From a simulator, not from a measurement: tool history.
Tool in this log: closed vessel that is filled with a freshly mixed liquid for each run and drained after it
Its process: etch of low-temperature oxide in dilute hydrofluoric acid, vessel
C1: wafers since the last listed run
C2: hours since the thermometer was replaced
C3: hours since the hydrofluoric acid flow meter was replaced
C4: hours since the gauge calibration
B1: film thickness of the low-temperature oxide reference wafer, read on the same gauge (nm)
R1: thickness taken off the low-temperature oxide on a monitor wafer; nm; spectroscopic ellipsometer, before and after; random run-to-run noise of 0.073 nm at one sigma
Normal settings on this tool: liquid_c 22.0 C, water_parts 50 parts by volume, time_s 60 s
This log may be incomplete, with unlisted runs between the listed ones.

{"run": 1, "hour": 0.0, "liquid_c": 18.5, "water_parts": 50, "time_s": 60, "C1": 0, "C2": 260.3, "C3": 396.3, "C4": 30.1, "B1": 90.02, "R1": 15.52}
{"run": 2, "hour": 105.9, "liquid_c": 18.5, "water_parts": 50, "time_s": 60, "C1": 14192, "C2": 366.2, "C3": 502.2, "C4": 136.0, "B1": 89.99, "R1": 15.52}
{"run": 3, "hour": 218.6, "liquid_c": 22.0, "water_parts": 50, "time_s": 45, "C1": 15103, "C2": 478.9, "C3": 614.9, "C4": 248.7, "B1": 89.98, "R1": 13.53}
{"run": 4, "hour": 293.3, "liquid_c": 22.0, "water_parts": 50, "time_s": 50, "C1": 10011, "C2": 553.6, "C3": 689.6, "C4": 323.4, "B1": 90.0, "R1": 15.07}
{"run": 5, "hour": 354.7, "liquid_c": 22.0, "water_parts": 50, "time_s": 50, "C1": 8228, "C2": 615.0, "C3": 751.0, "C4": 384.8, "B1": 90.01, "R1": 15.25}
{"run": 6, "hour": 410.3, "liquid_c": 22.0, "water_parts": 50, "time_s": 60, "C1": 7451, "C2": 670.6, "C3": 806.6, "C4": 440.4, "B1": 89.99, "R1": 18.19}
{"run": 7, "hour": 484.2, "liquid_c": 22.0, "water_parts": 50, "time_s": 60, "C1": 9903, "C2": 744.5, "C3": 880.5, "C4": 514.3, "B1": 90.01, "R1": 18.26}
{"run": 8, "hour": 560.6, "liquid_c": 22.0, "water_parts": 50, "time_s": 60, "C1": 10238, "C2": 820.9, "C3": 956.9, "C4": 590.7, "B1": 89.99, "R1": 18.23}
{"run": 9, "hour": 704.1, "liquid_c": 22.0, "water_parts": 65, "time_s": 40, "C1": 19231, "C2": 964.4, "C3": 1100.4, "C4": 734.2, "B1": 90.01, "R1": 9.14}
{"run": 10, "hour": 776.3, "liquid_c": 22.0, "water_parts": 65, "time_s": 40, "C1": 9676, "C2": 1036.6, "C3": 1172.6, "C4": 806.4, "B1": 90.01, "R1": 9.32}
{"run": 11, "hour": 817.2, "liquid_c": 22.0, "water_parts": 65, "time_s": 40, "C1": 5481, "C2": 1077.5, "C3": 1213.5, "C4": 847.3, "B1": 90.0, "R1": 9.33}
{"run": 12, "hour": 871.2, "liquid_c": 22.0, "water_parts": 50, "time_s": 80, "C1": 7236, "C2": 1131.5, "C3": 1267.5, "C4": 901.3, "B1": 90.0, "R1": 24.5}
{"run": 13, "hour": 924.2, "liquid_c": 22.0, "water_parts": 50, "time_s": 80, "C1": 7102, "C2": 1184.5, "C3": 1320.5, "C4": 954.3, "B1": 90.0, "R1": 24.63}
{"run": 14, "hour": 998.3, "liquid_c": 22.0, "water_parts": 50, "time_s": 60, "C1": 9930, "C2": 1258.6, "C3": 1394.6, "C4": 1028.4, "B1": 90.01, "R1": 18.53}
{"run": 15, "hour": 1058.4, "liquid_c": 22.0, "water_parts": 50, "time_s": 60, "C1": 8054, "C2": 1318.7, "C3": 1454.7, "C4": 1088.5, "B1": 90.01, "R1": 18.57}
{"run": 16, "hour": 1132.8, "liquid_c": 23.5, "water_parts": 65, "time_s": 45, "C1": 9970, "C2": 1393.1, "C3": 1529.1, "C4": 1162.9, "B1": 90.01, "R1": 11.26}
{"run": 17, "hour": 1232.8, "liquid_c": 22.0, "water_parts": 50, "time_s": 60, "C1": 13401, "C2": 1493.1, "C3": 1629.1, "C4": 1262.9, "B1": 89.98, "R1": 18.66}
{"run": 18, "hour": 1316.7, "liquid_c": 26.0, "water_parts": 60, "time_s": 85, "C1": 11244, "C2": 1577.0, "C3": 1713.0, "C4": 1346.8, "B1": 89.98, "R1": 25.5}
{"run": 19, "hour": 1374.7, "liquid_c": 17.5, "water_parts": 50, "time_s": 75, "C1": 7773, "C2": 1635.0, "C3": 1771.0, "C4": 1404.8, "B1": 90.0, "R1": 19.31}
{"hour": 1397.0, "done": "hydrofluoric acid flow meter replaced"}
{"run": 20, "hour": 1447.0, "liquid_c": 22.0, "water_parts": 50, "time_s": 60, "C1": 9555, "C2": 1707.3, "C3": 50.0, "C4": 1477.1, "B1": 89.99, "R1": 17.74}
{"hour": 1468.6, "done": "thermometer replaced"}
{"hour": 1670.2, "done": "gauge calibrated"}
{"run": 21, "hour": 1707.7, "liquid_c": 25.5, "water_parts": 50, "time_s": 60, "C1": 34804, "C2": 239.1, "C3": 310.7, "C4": 37.5, "B1": 90.01, "R1": 20.57}
{"run": 22, "hour": 1929.1, "liquid_c": 26.0, "water_parts": 35, "time_s": 50, "C1": 29671, "C2": 460.5, "C3": 532.1, "C4": 258.9, "B1": 90.02, "R1": 25.77}
{"run": 23, "hour": 1994.2, "liquid_c": 17.0, "water_parts": 65, "time_s": 70, "C1": 8724, "C2": 525.6, "C3": 597.2, "C4": 324.0, "B1": 90.0, "R1": 12.87}
{"run": 24, "hour": 2051.2, "liquid_c": 25.5, "water_parts": 60, "time_s": 50, "C1": 7639, "C2": 582.6, "C3": 654.2, "C4": 381.0, "B1": 90.0, "R1": 14.24}
{"run": 25, "hour": 2112.3, "liquid_c": 18.5, "water_parts": 50, "time_s": 60, "C1": 8188, "C2": 643.7, "C3": 715.3, "C4": 442.1, "B1": 90.01, "R1": 15.65}
{"run": 26, "hour": 2171.3, "liquid_c": 22.0, "water_parts": 50, "time_s": 60, "C1": 7907, "C2": 702.7, "C3": 774.3, "C4": 501.1, "B1": 90.0, "R1": 17.96}
{"run": 27, "hour": 2234.1, "liquid_c": 22.0, "water_parts": 50, "time_s": 60, "C1": 8416, "C2": 765.5, "C3": 837.1, "C4": 563.9, "B1": 89.99, "R1": 18.08}
{"run": 28, "hour": 2278.9, "liquid_c": 22.0, "water_parts": 60, "time_s": 90, "C1": 6003, "C2": 810.3, "C3": 881.9, "C4": 608.7, "B1": 89.98, "R1": 22.67}
{"run": 29, "hour": 2357.6, "liquid_c": 20.0, "water_parts": 30, "time_s": 75, "C1": 10547, "C2": 889.0, "C3": 960.6, "C4": 687.4, "B1": 90.01, "R1": 35.64}
{"run": 30, "hour": 2404.6, "liquid_c": 24.5, "water_parts": 40, "time_s": 70, "C1": 6298, "C2": 936.0, "C3": 1007.6, "C4": 734.4, "B1": 90.01, "R1": 29.91}

What if the next run were any one of these 5? Each begins from the tool's condition after run 30:
{"run": "A", "hour": 2405.3, "liquid_c": 22.0, "water_parts": 50, "time_s": 60, "C1": 93, "C2": 936.7, "C3": 1008.3, "C4": 735.1, "B1": "?", "R1": "?"}
{"run": "B", "hour": 2405.3, "liquid_c": 22.0, "water_parts": 50, "time_s": 75, "C1": 93, "C2": 936.7, "C3": 1008.3, "C4": 735.1, "B1": "?", "R1": "?"}
{"run": "C", "hour": 2405.3, "liquid_c": 19.5, "water_parts": 35, "time_s": 30, "C1": 93, "C2": 936.7, "C3": 1008.3, "C4": 735.1, "B1": "?", "R1": "?"}
{"run": "D", "hour": 2405.3, "liquid_c": 22.0, "water_parts": 35, "time_s": 60, "C1": 93, "C2": 936.7, "C3": 1008.3, "C4": 735.1, "B1": "?", "R1": "?"}
{"run": "E", "hour": 2405.3, "liquid_c": 19.0, "water_parts": 30, "time_s": 50, "C1": 93, "C2": 936.7, "C3": 1008.3, "C4": 735.1, "B1": "?", "R1": "?"}

run=A B1=90.02 R1=18.24
run=B B1=90.02 R1=22.80
run=C B1=90.02 R1=11.93
run=D B1=90.02 R1=26.54
run=E B1=90.02 R1=22.83
What these runs would have given with no unlogged condition in the tool:
run=A R1=17.63
run=B R1=22.04
run=C R1=11.54
run=D R1=25.68
run=E R1=22.09
